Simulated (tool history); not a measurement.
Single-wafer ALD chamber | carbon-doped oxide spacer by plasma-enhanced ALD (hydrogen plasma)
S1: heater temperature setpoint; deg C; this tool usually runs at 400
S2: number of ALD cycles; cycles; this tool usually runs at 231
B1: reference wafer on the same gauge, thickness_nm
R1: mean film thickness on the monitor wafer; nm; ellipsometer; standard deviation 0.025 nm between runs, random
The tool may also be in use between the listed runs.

run   hour   S1   S2      B1      R1
  1    0.0  400  231  10.009   9.576
  2   13.5  400  262  10.018  10.918
  3   31.1  400  262  10.012  10.912
  4   57.3  400  231  10.002   9.595
  5   85.6  400  231  10.005   9.605
  6  113.6  400  231  10.007   9.642
  7  127.9  400  231  10.004   9.645
  8  151.3  400  231  10.004   9.589
  9  228.3  407  231  10.003   9.400
     241.9  -- gauge calibrated
 10  244.1  407  231  10.272   9.647
 11  264.9  407  231  10.262   9.625
 12  289.8  400  231  10.238   9.868
 13  314.4  400  231  10.210   9.740
     351.8  -- thermocouple changed; heater temperature recalibrated
 14  352.3  391  272  10.188  11.519
 15  370.7  400  231  10.180   9.747
 16  387.9  400  196  10.167   8.252
 17  420.2  390  188  10.147   7.941
 18  448.2  385  253  10.137  10.711
 19  477.7  400  231  10.137   9.752
 20  505.2  400  256  10.115  10.701
 21  518.2  385  253  10.109  10.654
 22  546.5  400  231  10.110   9.695
 23  573.6  393  212  10.096   8.857
 24  608.9  400  194  10.090   8.141
 25  629.2  400  209  10.089   8.737
 26  653.7  393  245  10.079  10.230
 27  668.4  400  231  10.077   9.709

3 ways to go on from here, each from the tool as it stands after run 27. What would each give?
  A  669.2  392  231   ?   ?
  B  669.2  391  247   ?   ?
  C  669.2  394  218   ?   ?

run      B1      R1
  A  10.072   9.622
  B  10.072  10.288
  C  10.072   9.080
With no hidden state in the tool, these same runs would have given:
run      R1
  A   9.829
  B  10.510
  C   9.276

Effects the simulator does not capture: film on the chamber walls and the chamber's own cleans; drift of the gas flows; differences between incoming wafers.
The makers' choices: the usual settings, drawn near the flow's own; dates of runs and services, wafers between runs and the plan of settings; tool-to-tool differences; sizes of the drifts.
